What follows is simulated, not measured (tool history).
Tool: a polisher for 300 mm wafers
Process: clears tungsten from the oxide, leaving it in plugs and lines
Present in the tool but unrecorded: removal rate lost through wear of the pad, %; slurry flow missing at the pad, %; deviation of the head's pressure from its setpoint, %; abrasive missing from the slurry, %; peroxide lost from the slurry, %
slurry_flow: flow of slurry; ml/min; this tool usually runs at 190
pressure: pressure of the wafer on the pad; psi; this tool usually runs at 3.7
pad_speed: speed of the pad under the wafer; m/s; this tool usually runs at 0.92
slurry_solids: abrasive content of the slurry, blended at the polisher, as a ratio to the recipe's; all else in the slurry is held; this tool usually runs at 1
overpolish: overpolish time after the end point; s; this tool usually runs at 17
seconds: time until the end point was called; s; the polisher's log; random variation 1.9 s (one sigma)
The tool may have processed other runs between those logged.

run	day	slurry_flow	pressure	pad_speed	slurry_solids	overpolish	wafers since the last listed run	wafers polished on this pad	hours since the slurry nozzle was cleaned	hours since the head pressure was calibrated	hours since the slurry blender was calibrated	hours since the slurry got fresh peroxide	incoming thickness of the incoming film, nm	seconds
1	0	240	3.7	0.8	1	17	0	770	427.3	7.8	355.6	1.6	465.1	127.6
2	0.35	240	3.7	0.8	1	17	76	847	435.7	16.2	364	10	460.1	133.9
# day 0.683: worn pad replaced by a new one
3	0.704	240	3.7	0.8	1	17	41	4	444.2	24.7	372.5	18.5	474.3	137.5
# day 1.133: slurry blender recalibrated
4	1.279	190	3.7	0.92	1	17	107	112	458	38.5	3.5	32.3	471.8	116.2
5	1.904	190	3.7	0.92	1	17	136	248	473	53.5	18.5	47.3	475.6	116.6
6	2.492	190	3.7	0.92	1	17	128	377	487.1	67.6	32.6	61.4	469.7	116.9
7	2.758	190	3.7	0.92	1	17	58	435	493.5	74	39	67.8	468.8	111
8	3.358	190	3.7	1.06	0.9	20	131	567	507.9	88.4	53.4	82.2	465.2	98
9	3.85	190	3.7	0.92	1	14	107	675	519.7	100.2	65.2	94	469.3	120
10	4.429	175	4.8	0.92	1	17	126	801	533.6	114.1	79.1	107.9	474.7	93.6
11	5.129	190	2.4	1.08	1	17	153	955	550.4	130.9	95.9	124.7	463	147.6
12	5.404	190	3.7	0.92	1	17	60	1015	557	137.5	102.5	131.3	471.2	119.8
# day 5.688: worn pad replaced by a new one
13	5.775	190	2.5	1.08	1	17	44	18	565.9	146.4	111.4	140.2	470.9	151
# day 5.975: slurry nozzle cleaned
# day 7.175: slurry tank refilled with fresh slurry and peroxide
14	7.717	190	3.7	0.92	1	17	406	425	41.8	193	158	13	475.5	110.3
15	7.979	190	3.7	0.92	1.15	17	57	483	48.1	199.3	164.3	19.3	468.2	106.7
16	8.388	250	3.7	0.78	1	17	89	572	57.9	209.1	174.1	29.1	466.6	128.3
17	8.662	190	3.7	0.92	1	23	60	632	64.5	215.7	180.7	35.7	474.7	110
18	9.092	230	3.7	0.92	1	17	93	726	74.8	226	191	46	464.9	108.3
19	9.396	190	3.7	0.92	1	17	66	793	82.1	233.3	198.3	53.3	467.9	111
20	9.996	235	2.5	1.04	1	14	131	924	96.5	247.7	212.7	67.7	461.8	135.7
# day 10.421: worn pad replaced by a new one
21	11.225	170	2.5	1.2	1.25	17	232	176	126	277.2	242.2	97.2	469.5	121.3
22	11.762	190	3.7	0.78	1	17	117	294	138.9	290.1	255.1	110.1	467.1	138.8
23	12.412	190	3.7	0.92	1	17	142	436	154.5	305.7	270.7	125.7	463.9	112.9
24	13.008	190	2.7	0.92	1	17	130	567	168.8	320	285	140	469.3	167.3
25	13.438	190	5	1.12	1	12	93	661	179.1	330.3	295.3	150.3	470.3	70.9
# day 13.783: slurry tank refilled with fresh slurry and peroxide
26	13.95	190	3.7	0.92	1	17	103	764	191.4	342.6	307.6	4	471.3	120.5

Pick out some run-to-run changes in seconds. Of each, how much would a tool without hidden state show as well, from the settings, what came in and chance, and how much is left for the hidden state and any gauge scatter not in both results compared?
Run 13 -> 14: pressure 2.5 -> 3.7, pad_speed 1.08 -> 0.92, slurry nozzle cleaned, slurry tank refilled with fresh slurry and peroxide. seconds -40.7 s: hidden state -13.6, all else -27.1.
Run 23 -> 24: pressure 3.7 -> 2.7. seconds +54.4 s: hidden state +8, all else +46.4.
Run 24 -> 25: pressure 2.7 -> 5, pad_speed 0.92 -> 1.12, overpolish 17 -> 12. seconds -96.4 s: hidden state -13.1, all else -83.3.
